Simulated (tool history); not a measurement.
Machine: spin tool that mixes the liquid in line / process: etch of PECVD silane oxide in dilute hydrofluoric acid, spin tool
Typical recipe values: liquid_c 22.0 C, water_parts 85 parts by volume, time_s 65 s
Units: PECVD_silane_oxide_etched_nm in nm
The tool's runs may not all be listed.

run,hour,liquid_c,water_parts,time_s,"read-back film thickness of the PECVD silane oxide reference wafer, read on the same gauge (nm)",PECVD_silane_oxide_etched_nm
1,0.0,22.0,85,40,60.00,8.01
2,28.9,22.0,85,40,59.99,7.95
3,60.5,19.0,85,65,59.96,11.39
4,92.3,22.0,85,65,59.97,12.79
5,112.9,22.0,85,65,59.99,12.79
6,128.2,22.0,85,65,59.98,12.78
# hour 145.9: gauge calibrated
7,155.9,22.0,85,65,60.02,12.78
8,217.4,20.0,85,35,60.00,6.20
# hour 228.2: thermometer replaced
9,234.3,20.0,85,35,59.98,7.12
10,256.2,20.0,85,35,59.99,7.12
11,318.3,21.0,85,65,60.01,13.65
12,342.5,21.0,85,65,60.04,13.63
13,367.3,21.0,85,65,60.05,13.58
14,397.8,24.0,85,90,60.01,21.14
15,420.2,25.5,55,30,60.02,12.08
# hour 422.1: hydrofluoric acid flow meter replaced
16,434.0,22.0,85,65,60.03,14.98
17,457.0,18.0,85,25,59.98,4.84
# hour 470.4: gauge calibrated
18,477.1,22.0,60,65,60.03,21.79
19,494.4,25.0,70,35,60.02,11.20
20,507.2,22.0,85,65,59.98,14.84
21,519.4,26.0,60,65,60.02,25.61
22,538.5,22.0,85,65,60.01,14.81
23,559.6,20.5,85,65,59.99,13.93
24,592.9,22.0,125,55,59.98,8.06
25,616.0,22.0,85,65,60.03,14.65
26,648.8,24.0,85,65,60.01,15.81

Hidden state or all else? Some run-to-run changes of PECVD_silane_oxide_etched_nm, split into what the settings, what came in and random variation would give without the hidden state, and what is left for the hidden state (with any gauge scatter that isn't in both results):
Hidden state present: liquid colder than its thermometer reads (K); hydrofluoric acid flow below the setpoint (%); gauge reads high (%).
Run 7 -> 8: liquid_c 22.0 -> 20.0, time_s 65 -> 35. PECVD_silane_oxide_etched_nm -6.58 nm: hidden state +1.25, all else -7.83.
Run 8 -> 9: thermometer replaced. PECVD_silane_oxide_etched_nm +0.92 nm: hidden state +0.90, all else +0.02.
Run 17 -> 18: liquid_c 18.0 -> 22.0, water_parts 85 -> 60, time_s 25 -> 65, gauge calibrated. PECVD_silane_oxide_etched_nm +16.95 nm: hidden state -0.44, all else +17.39.
Run 21 -> 22: liquid_c 26.0 -> 22.0, water_parts 60 -> 85. PECVD_silane_oxide_etched_nm -10.80 nm: hidden state +0.28, all else -11.08.

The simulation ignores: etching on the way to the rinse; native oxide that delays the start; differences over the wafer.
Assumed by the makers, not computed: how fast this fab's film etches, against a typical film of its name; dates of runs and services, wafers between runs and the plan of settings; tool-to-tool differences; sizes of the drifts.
